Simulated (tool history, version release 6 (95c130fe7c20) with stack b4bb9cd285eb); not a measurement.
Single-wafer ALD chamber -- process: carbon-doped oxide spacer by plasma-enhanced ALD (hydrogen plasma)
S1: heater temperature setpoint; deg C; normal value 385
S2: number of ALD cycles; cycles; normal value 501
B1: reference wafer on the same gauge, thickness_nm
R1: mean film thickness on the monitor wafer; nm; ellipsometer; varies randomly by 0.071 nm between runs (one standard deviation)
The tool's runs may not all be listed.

Run 1, hour 0.0: usual settings but S1 395 deg C; B1 24.799. Result: R1 28.237 nm.
Run 2, hour 8.4: usual settings but S1 395 deg C; B1 24.803. Result: R1 28.212 nm.
Run 3, hour 19.9: usual settings but S1 377 deg C, S2 551 cycles; B1 24.792. Result: R1 31.117 nm.
Run 4, hour 33.7: usual settings but S1 377 deg C, S2 551 cycles; B1 24.793. Result: R1 31.290 nm.
Run 5, hour 48.1: usual settings but S1 377 deg C, S2 551 cycles; B1 24.809. Result: R1 31.212 nm.
Run 6, hour 82.9: usual settings but S2 451 cycles; B1 24.805. Result: R1 25.521 nm.
Run 7, hour 93.6: usual settings but S2 451 cycles; B1 24.787. Result: R1 25.411 nm.
Run 8, hour 109.4: usual settings but S2 451 cycles; B1 24.803. Result: R1 25.448 nm.
Run 9, hour 116.3: usual settings but S2 539 cycles; B1 24.794. Result: R1 30.384 nm.
Run 10, hour 131.0: usual settings but S2 539 cycles; B1 24.800. Result: R1 30.571 nm.
Run 11, hour 146.1: usual settings but S2 530 cycles; B1 24.811. Result: R1 29.909 nm.
Run 12, hour 160.0: usual settings but S2 530 cycles; B1 24.803. Result: R1 29.876 nm.
Run 13, hour 173.3: usual settings; B1 24.819. Result: R1 28.250 nm.
Run 14, hour 181.1: usual settings; B1 24.817. Result: R1 28.296 nm.
Run 15, hour 193.9: usual settings; B1 24.790. Result: R1 28.330 nm.
At hour 206.0: gauge calibrated.
Run 16, hour 207.0: usual settings; B1 24.798. Result: R1 28.309 nm.
Run 17, hour 221.7: usual settings; B1 24.799. Result: R1 28.214 nm.
Run 18, hour 233.9: usual settings; B1 24.789. Result: R1 28.218 nm.
At hour 247.5: thermocouple changed; heater temperature recalibrated.
Run 19, hour 248.9: usual settings but S1 380 deg C, S2 562 cycles; B1 24.804. Result: R1 31.793 nm.
Run 20, hour 257.3: usual settings; B1 24.798. Result: R1 28.355 nm.
Run 21, hour 271.3: usual settings but S2 543 cycles; B1 24.804. Result: R1 30.748 nm.
Run 22, hour 281.9: usual settings but S2 593 cycles; B1 24.818. Result: R1 33.499 nm.
Run 23, hour 291.9: usual settings but S1 371 deg C, S2 407 cycles; B1 24.795. Result: R1 22.942 nm.

Run 24 has not been measured yet. What should we expect?
Run 24, hour 305.6: usual settings; B1 ?. Result: R1 ?.

Run 24 measured B1 24.803, R1 28.233 nm.
Take away the tool's hidden state, keep the run-to-run variation as it was, and the same run would have given R1 28.233 nm.
